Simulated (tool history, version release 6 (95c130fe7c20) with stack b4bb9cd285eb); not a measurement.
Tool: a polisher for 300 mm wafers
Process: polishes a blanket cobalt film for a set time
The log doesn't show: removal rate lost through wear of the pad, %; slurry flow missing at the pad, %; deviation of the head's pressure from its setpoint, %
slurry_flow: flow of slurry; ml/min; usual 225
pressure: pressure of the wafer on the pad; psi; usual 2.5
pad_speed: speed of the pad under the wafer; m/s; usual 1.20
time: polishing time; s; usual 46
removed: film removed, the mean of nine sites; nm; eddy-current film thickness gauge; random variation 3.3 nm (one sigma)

run,hour,slurry_flow,pressure,pad_speed,time,wafers since the last listed run,wafers polished on this pad,hours since the slurry nozzle was cleaned,hours since the head pressure was calibrated,"incoming thickness of the incoming film, nm",removed
1,0.0,225,2.5,1.34,46,0,471,103.5,288.2,965.9,343.0
2,15.0,225,2.5,1.34,46,115,586,118.5,303.2,958.8,345.6
3,30.6,225,2.5,1.34,46,119,706,134.1,318.8,963.9,339.9
# hour 41.1: worn pad replaced by a new one
4,42.7,225,2.5,1.20,46,62,12,146.2,330.9,966.4,307.5
5,64.7,225,2.5,1.10,36,169,181,168.2,352.9,961.7,218.8
6,94.2,225,2.5,1.10,36,226,407,197.7,382.4,963.3,219.5
7,112.0,225,1.9,1.20,46,136,544,215.5,400.2,972.2,233.6
# hour 141.7: worn pad replaced by a new one
8,142.2,225,1.9,1.20,46,201,3,245.7,430.4,961.7,237.3
9,159.5,225,1.9,1.20,46,132,136,263.0,447.7,951.5,236.4
10,175.8,225,2.5,1.20,46,125,262,279.3,464.0,949.1,302.3
11,194.4,225,2.5,1.20,46,142,405,297.9,482.6,967.9,300.9
12,207.2,225,2.5,1.40,46,98,503,310.7,495.4,969.8,356.7
13,234.7,180,2.8,1.20,59,211,714,338.2,522.9,953.5,415.6
# hour 244.2: worn pad replaced by a new one
14,254.5,275,2.5,1.20,46,121,79,358.0,542.7,951.8,306.1
15,289.4,170,2.5,1.20,46,268,347,392.9,577.6,951.5,289.2
16,322.1,225,3.1,1.20,46,251,598,425.6,610.3,967.7,363.8
# hour 335.8: worn pad replaced by a new one
# hour 348.4: slurry nozzle cleaned
17,351.9,225,1.9,0.92,56,190,116,3.5,640.1,959.5,219.6
# hour 353.9: head pressure recalibrated
18,390.4,225,2.5,1.20,46,280,396,42.0,36.5,974.7,304.9

Forecast run 19:
19,426.2,225,2.5,1.20,46,275,672,77.8,72.3,966.5,?

removed: 302.3 nm
Without the tool's hidden state the same run would have given removed 304.0 nm.

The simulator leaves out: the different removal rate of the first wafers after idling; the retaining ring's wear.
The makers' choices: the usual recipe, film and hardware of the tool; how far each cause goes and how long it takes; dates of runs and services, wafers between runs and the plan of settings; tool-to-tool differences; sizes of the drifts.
